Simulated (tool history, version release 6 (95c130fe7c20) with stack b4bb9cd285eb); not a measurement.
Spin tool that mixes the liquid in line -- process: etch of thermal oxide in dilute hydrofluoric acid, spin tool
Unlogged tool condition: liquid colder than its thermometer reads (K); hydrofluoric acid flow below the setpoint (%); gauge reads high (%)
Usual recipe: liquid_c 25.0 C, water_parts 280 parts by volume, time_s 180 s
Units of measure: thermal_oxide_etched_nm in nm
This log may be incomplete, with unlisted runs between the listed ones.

| run | day | liquid_c | water_parts | time_s | wafers since the last listed run | hours since the thermometer was replaced | hours since the hydrofluoric acid flow meter was replaced | hours since the gauge calibration | read-back film thickness of the thermal oxide reference wafer, read on the same gauge (nm) | thermal_oxide_etched_nm |
|---|---|---|---|---|---|---|---|---|---|---|
| 1 | 0.000 | 25.0 | 280 | 180 | 0 | 2463.1 | 1449.5 | 438.9 | 109.963 | 2.176 |
| 2 | 1.788 | 25.0 | 280 | 180 | 249 | 2506.0 | 1492.4 | 481.8 | 110.021 | 2.157 |
| 3 | 10.000 | 25.0 | 280 | 180 | 1147 | 2703.1 | 1689.5 | 678.9 | 109.946 | 2.128 |
| 4 | 12.538 | 27.0 | 240 | 180 | 354 | 2764.0 | 1750.4 | 739.8 | 110.001 | 2.702 |
| 5 | 15.517 | 27.0 | 240 | 180 | 416 | 2835.5 | 1821.9 | 811.3 | 109.966 | 2.768 |
|  | 17.008 | thermometer replaced |
|  | 18.479 | gauge calibrated |
| 6 | 22.138 | 25.0 | 280 | 180 | 919 | 123.1 | 1980.8 | 87.8 | 109.993 | 2.076 |
| 7 | 24.967 | 25.0 | 280 | 180 | 395 | 191.0 | 2048.7 | 155.7 | 110.041 | 2.045 |
|  | 27.708 | hydrofluoric acid flow meter replaced |
| 8 | 27.804 | 27.5 | 280 | 180 | 390 | 259.1 | 2.3 | 223.8 | 110.040 | 2.745 |
| 9 | 29.333 | 25.0 | 280 | 180 | 213 | 295.8 | 39.0 | 260.5 | 110.030 | 2.460 |
| 10 | 30.362 | 25.0 | 280 | 180 | 143 | 320.5 | 63.7 | 285.2 | 110.022 | 2.498 |
| 11 | 32.233 | 25.0 | 150 | 80 | 261 | 365.4 | 108.6 | 330.1 | 110.003 | 2.424 |
| 12 | 33.429 | 22.0 | 170 | 180 | 167 | 394.1 | 137.3 | 358.8 | 110.057 | 4.089 |
| 13 | 34.679 | 28.0 | 410 | 180 | 174 | 424.1 | 167.3 | 388.8 | 110.005 | 1.623 |
| 14 | 35.738 | 28.0 | 280 | 225 | 147 | 449.5 | 192.7 | 414.2 | 110.054 | 3.416 |

Across each entry between runs, compare the hidden state at the last listed run before it with the hidden state at the first listed run after it:
Logged between run 5 and run 6: thermometer replaced (day 17.008); gauge calibrated (day 18.479)
  hydrofluoric acid flow below the setpoint (%): 13.5 -> 14.5
  difference, measured minus the result without the unlogged condition, thermal_oxide_etched_nm: -0.565 -> -0.468 nm
Logged between run 7 and run 8: hydrofluoric acid flow meter replaced (day 27.708)
  hydrofluoric acid flow below the setpoint (%): 14.9 -> 0.973
  difference, measured minus the result without the unlogged condition, thermal_oxide_etched_nm: -0.477 -> -0.035 nm
